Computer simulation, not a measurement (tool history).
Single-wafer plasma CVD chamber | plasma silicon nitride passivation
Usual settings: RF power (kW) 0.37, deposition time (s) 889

run   hour  RF power (kW)  deposition time (s)  read-back reference wafer on the same gauge, thickness_nm  mean film thickness on the monitor wafer (nm)
  1      0           0.33                  889                                                   1159.681                                       1065.084
  2   34.7           0.33                  889                                                   1160.008                                        1064.56
  3   74.5           0.37                  889                                                    1159.52                                       1103.077
  4  112.7           0.37                  889                                                     1160.4                                       1102.772
  5  136.8           0.37                  889                                                   1160.325                                       1101.172
  6  205.2           0.37                  999                                                   1159.526                                       1234.772
  7  239.8           0.37                  999                                                   1160.149                                       1236.393
  8  276.1           0.33                  889                                                   1159.279                                       1054.775
     301.5  -- showerhead replaced
  9  336.8           0.37                  889                                                   1160.086                                       1095.956
 10  361.6           0.34                  982                                                   1160.285                                       1175.854
       363  -- gauge calibrated
     373.7  -- RF generator calibrated
 11  401.5           0.37                  889                                                   1160.855                                       1129.592
 12  432.9           0.33                  983                                                   1160.002                                       1203.984
 13  484.6          0.315                  989                                                   1159.687                                       1192.692
 14    552           0.39                  948                                                    1159.53                                       1229.945

The tool's hidden state at each run:
gauge reads high (%): 0 in every run
H1: delivered RF power above the setpoint (%)
run      H1
  1   -6.84
  2   -7.07
  3   -7.33
  4   -7.58
  5   -7.75
  6   -8.22
  7   -8.47
  8   -8.73
  9   -9.18
 10   -9.36
 11  -0.235
 12  -0.239
 13  -0.254
 14  -0.285
